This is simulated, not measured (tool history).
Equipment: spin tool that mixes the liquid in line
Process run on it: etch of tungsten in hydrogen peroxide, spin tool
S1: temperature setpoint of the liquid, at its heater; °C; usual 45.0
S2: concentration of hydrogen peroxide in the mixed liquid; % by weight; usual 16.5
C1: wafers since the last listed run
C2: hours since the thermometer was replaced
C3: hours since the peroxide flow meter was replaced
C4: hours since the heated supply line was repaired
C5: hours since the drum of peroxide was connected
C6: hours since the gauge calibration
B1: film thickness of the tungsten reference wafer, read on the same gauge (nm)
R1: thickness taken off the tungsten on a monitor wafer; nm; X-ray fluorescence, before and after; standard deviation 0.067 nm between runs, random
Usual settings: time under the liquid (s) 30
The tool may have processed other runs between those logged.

{"run": 1, "hour": 0.0, "S1": 45.0, "S2": 16.5, "time under the liquid (s)": 30, "C1": 0, "C2": 1524.9, "C3": 773.0, "C4": 2646.7, "C5": 306.6, "C6": 351.9, "B1": 40.02, "R1": 16.55}
{"run": 2, "hour": 6.7, "S1": 45.0, "S2": 16.5, "time under the liquid (s)": 30, "C1": 57, "C2": 1531.6, "C3": 779.7, "C4": 2653.4, "C5": 313.3, "C6": 358.6, "B1": 40.03, "R1": 16.44}
{"hour": 53.6, "done": "gauge calibrated"}
{"run": 3, "hour": 60.7, "S1": 52.0, "S2": 18.5, "time under the liquid (s)": 15, "C1": 459, "C2": 1585.6, "C3": 833.7, "C4": 2707.4, "C5": 367.3, "C6": 7.1, "B1": 40.04, "R1": 13.47}
{"run": 4, "hour": 71.3, "S1": 45.0, "S2": 19.5, "time under the liquid (s)": 45, "C1": 90, "C2": 1596.2, "C3": 844.3, "C4": 2718.0, "C5": 377.9, "C6": 17.7, "B1": 39.99, "R1": 26.98}
{"run": 5, "hour": 82.4, "S1": 51.5, "S2": 16.5, "time under the liquid (s)": 45, "C1": 94, "C2": 1607.3, "C3": 855.4, "C4": 2729.1, "C5": 389.0, "C6": 28.8, "B1": 40.0, "R1": 37.01}
{"run": 6, "hour": 91.0, "S1": 45.0, "S2": 16.5, "time under the liquid (s)": 15, "C1": 73, "C2": 1615.9, "C3": 864.0, "C4": 2737.7, "C5": 397.6, "C6": 37.4, "B1": 40.0, "R1": 8.26}
{"run": 7, "hour": 103.5, "S1": 45.0, "S2": 16.5, "time under the liquid (s)": 35, "C1": 106, "C2": 1628.4, "C3": 876.5, "C4": 2750.2, "C5": 410.1, "C6": 49.9, "B1": 39.98, "R1": 19.22}
{"hour": 107.8, "done": "heated supply line repaired"}
{"run": 8, "hour": 116.5, "S1": 45.0, "S2": 16.5, "time under the liquid (s)": 35, "C1": 102, "C2": 1641.4, "C3": 889.5, "C4": 8.7, "C5": 423.1, "C6": 62.9, "B1": 39.99, "R1": 19.29}
{"run": 9, "hour": 129.6, "S1": 45.0, "S2": 16.5, "time under the liquid (s)": 30, "C1": 111, "C2": 1654.5, "C3": 902.6, "C4": 21.8, "C5": 436.2, "C6": 76.0, "B1": 39.99, "R1": 16.36}
{"run": 10, "hour": 141.5, "S1": 54.5, "S2": 18.0, "time under the liquid (s)": 30, "C1": 101, "C2": 1666.4, "C3": 914.5, "C4": 33.7, "C5": 448.1, "C6": 87.9, "B1": 40.01, "R1": 30.79}
{"run": 11, "hour": 158.1, "S1": 45.0, "S2": 21.5, "time under the liquid (s)": 15, "C1": 141, "C2": 1683.0, "C3": 931.1, "C4": 50.3, "C5": 464.7, "C6": 104.5, "B1": 40.01, "R1": 9.39}
{"run": 12, "hour": 165.9, "S1": 42.0, "S2": 19.5, "time under the liquid (s)": 15, "C1": 66, "C2": 1690.8, "C3": 938.9, "C4": 58.1, "C5": 472.5, "C6": 112.3, "B1": 40.02, "R1": 7.38}
{"run": 13, "hour": 178.4, "S1": 45.0, "S2": 16.5, "time under the liquid (s)": 45, "C1": 106, "C2": 1703.3, "C3": 951.4, "C4": 70.6, "C5": 485.0, "C6": 124.8, "B1": 40.01, "R1": 24.58}
{"hour": 183.3, "done": "thermometer replaced"}
{"hour": 193.5, "done": "new drum of peroxide connected"}
{"run": 14, "hour": 194.8, "S1": 40.0, "S2": 15.0, "time under the liquid (s)": 45, "C1": 122, "C2": 11.5, "C3": 967.8, "C4": 87.0, "C5": 1.3, "C6": 141.2, "B1": 39.99, "R1": 17.56}
{"hour": 198.4, "done": "peroxide flow meter replaced"}
{"run": 15, "hour": 209.6, "S1": 45.0, "S2": 15.0, "time under the liquid (s)": 30, "C1": 117, "C2": 26.3, "C3": 11.2, "C4": 101.8, "C5": 16.1, "C6": 156.0, "B1": 40.01, "R1": 16.05}
{"run": 16, "hour": 217.5, "S1": 48.0, "S2": 20.5, "time under the liquid (s)": 30, "C1": 67, "C2": 34.2, "C3": 19.1, "C4": 109.7, "C5": 24.0, "C6": 163.9, "B1": 39.97, "R1": 22.78}
{"run": 17, "hour": 226.7, "S1": 53.0, "S2": 19.0, "time under the liquid (s)": 20, "C1": 78, "C2": 43.4, "C3": 28.3, "C4": 118.9, "C5": 33.2, "C6": 173.1, "B1": 39.98, "R1": 19.73}
{"run": 18, "hour": 256.5, "S1": 36.5, "S2": 19.0, "time under the liquid (s)": 30, "C1": 253, "C2": 73.2, "C3": 58.1, "C4": 148.7, "C5": 63.0, "C6": 202.9, "B1": 40.0, "R1": 10.42}
{"run": 19, "hour": 272.9, "S1": 45.0, "S2": 19.5, "time under the liquid (s)": 45, "C1": 139, "C2": 89.6, "C3": 74.5, "C4": 165.1, "C5": 79.4, "C6": 219.3, "B1": 40.01, "R1": 27.26}
{"run": 20, "hour": 280.5, "S1": 54.0, "S2": 20.0, "time under the liquid (s)": 15, "C1": 64, "C2": 97.2, "C3": 82.1, "C4": 172.7, "C5": 87.0, "C6": 226.9, "B1": 39.98, "R1": 16.09}
{"run": 21, "hour": 287.2, "S1": 38.5, "S2": 21.0, "time under the liquid (s)": 35, "C1": 57, "C2": 103.9, "C3": 88.8, "C4": 179.4, "C5": 93.7, "C6": 233.6, "B1": 40.0, "R1": 14.55}
{"run": 22, "hour": 302.5, "S1": 38.5, "S2": 18.0, "time under the liquid (s)": 30, "C1": 130, "C2": 119.2, "C3": 104.1, "C4": 194.7, "C5": 109.0, "C6": 248.9, "B1": 40.0, "R1": 11.52}
{"run": 23, "hour": 317.5, "S1": 47.5, "S2": 19.5, "time under the liquid (s)": 40, "C1": 127, "C2": 134.2, "C3": 119.1, "C4": 209.7, "C5": 124.0, "C6": 263.9, "B1": 39.99, "R1": 28.39}
{"run": 24, "hour": 369.5, "S1": 37.0, "S2": 12.0, "time under the liquid (s)": 15, "C1": 442, "C2": 186.2, "C3": 171.1, "C4": 261.7, "C5": 176.0, "C6": 315.9, "B1": 39.99, "R1": 4.28}
{"run": 25, "hour": 384.9, "S1": 45.0, "S2": 16.5, "time under the liquid (s)": 30, "C1": 131, "C2": 201.6, "C3": 186.5, "C4": 277.1, "C5": 191.4, "C6": 331.3, "B1": 40.0, "R1": 16.68}

Hidden state at the last listed run before each entry between runs and at the first one after, where it differs:
In the gap between runs 2 and 3: gauge calibrated (hour 53.6)
  peroxide weaker than its label (%): 4.09 -> 4.65
  measured value less the no-hidden-state value, R1: -0.35 -> -0.32 nm
In the gap between runs 7 and 8: heated supply line repaired (hour 107.8)
  peroxide weaker than its label (%): 5.09 -> 5.23
  measured value less the no-hidden-state value, R1: -0.51 -> -0.52 nm
In the gap between runs 13 and 14: thermometer replaced (hour 183.3); new drum of peroxide connected (hour 193.5)
  peroxide weaker than its label (%): 5.87 -> 0.0914
  measured value less the no-hidden-state value, R1: -0.76 -> +0.00 nm
In the gap between runs 14 and 15: peroxide flow meter replaced (hour 198.4)
  peroxide weaker than its label (%): 0.0914 -> 0.245
  measured value less the no-hidden-state value, R1: +0.00 -> -0.02 nm

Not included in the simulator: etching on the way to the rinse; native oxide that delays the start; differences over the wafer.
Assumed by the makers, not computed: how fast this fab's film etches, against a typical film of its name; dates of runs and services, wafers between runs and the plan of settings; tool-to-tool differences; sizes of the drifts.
